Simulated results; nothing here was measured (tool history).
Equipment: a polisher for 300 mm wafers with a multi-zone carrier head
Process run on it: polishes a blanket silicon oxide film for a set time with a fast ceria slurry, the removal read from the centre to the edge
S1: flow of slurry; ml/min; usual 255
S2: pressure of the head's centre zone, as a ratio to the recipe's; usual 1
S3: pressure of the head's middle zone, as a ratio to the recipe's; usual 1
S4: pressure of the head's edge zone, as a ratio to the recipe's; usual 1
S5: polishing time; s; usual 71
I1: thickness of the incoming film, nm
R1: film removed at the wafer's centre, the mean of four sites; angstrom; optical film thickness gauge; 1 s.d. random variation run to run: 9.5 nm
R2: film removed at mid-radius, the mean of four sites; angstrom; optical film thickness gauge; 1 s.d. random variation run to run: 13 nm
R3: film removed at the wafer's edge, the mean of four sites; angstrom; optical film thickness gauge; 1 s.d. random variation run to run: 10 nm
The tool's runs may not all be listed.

run   hour   S1    S2    S3    S4  S5      I1     R1     R2     R3
  1      0  255  1.04     1  0.94  71  3089.4  10719  10396  10445
  2   63.9  255  1.07     1     1  89  3118.2  13469  13084  13381
  3  107.9  255     1     1     1  71  3011.1   9974  10581  10678
  4  139.5  255     1     1     1  71  3095.2  10050  10791  11007
     170.9  -- slurry nozzle cleaned
     188.7  -- edge zone pressure recalibrated
  5  264.5  220  0.92     1     1  50  3047.4   6230   7354   7523
     291.9  -- centre zone pressure recalibrated
  6  312.9  255  0.97     1     1  71  3071.5   8763  10615  10579
  7  384.2  175     1     1     1  71  3120.5   8643  10108  10489
  8  452.1  210  1.06  1.09     1  71  3095.4   9347  10989  10442
     461.4  -- worn pad replaced by a new one
  9    632  255     1     1  1.09  71  3043.2   9016  10458  11213
 10  667.3  255  1.09     1     1  71  3105.5   9833  10609  10783
       670  -- slurry nozzle cleaned
     698.3  -- edge zone pressure recalibrated
 11  725.5  255  0.94     1     1  71  3036.2   8384  10585  10822
 12  766.2  330  0.91     1  0.89  71  3087.2   8387  10825  10386
     774.6  -- centre zone pressure recalibrated, repeated, since the last time left the tool worse
 13  824.1  255     1   1.1     1  59  3077.4   8859   9461   8956
 14  874.1  315  0.94     1  1.07  71    3009  10072  10898  11392
       914  -- worn pad replaced by a new one
 15  916.7  200     1  1.05     1  71  3081.6  10198  10585  10389
 16  951.3  305     1     1  1.11  53  3119.4   8108   8005   8569

Run 17, settings as shown, results not yet in. Your forecast:
 17  1021.7  255  1.09   1   1  71  3059.8   ?   ?   ?

R1: 11399 angstrom
R2: 10646 angstrom
R3: 10759 angstrom
If the tool had no hidden condition, the same run with the same run-to-run variation would have returned R1 11456 angstrom, R2 10646 angstrom, R3 10759 angstrom.

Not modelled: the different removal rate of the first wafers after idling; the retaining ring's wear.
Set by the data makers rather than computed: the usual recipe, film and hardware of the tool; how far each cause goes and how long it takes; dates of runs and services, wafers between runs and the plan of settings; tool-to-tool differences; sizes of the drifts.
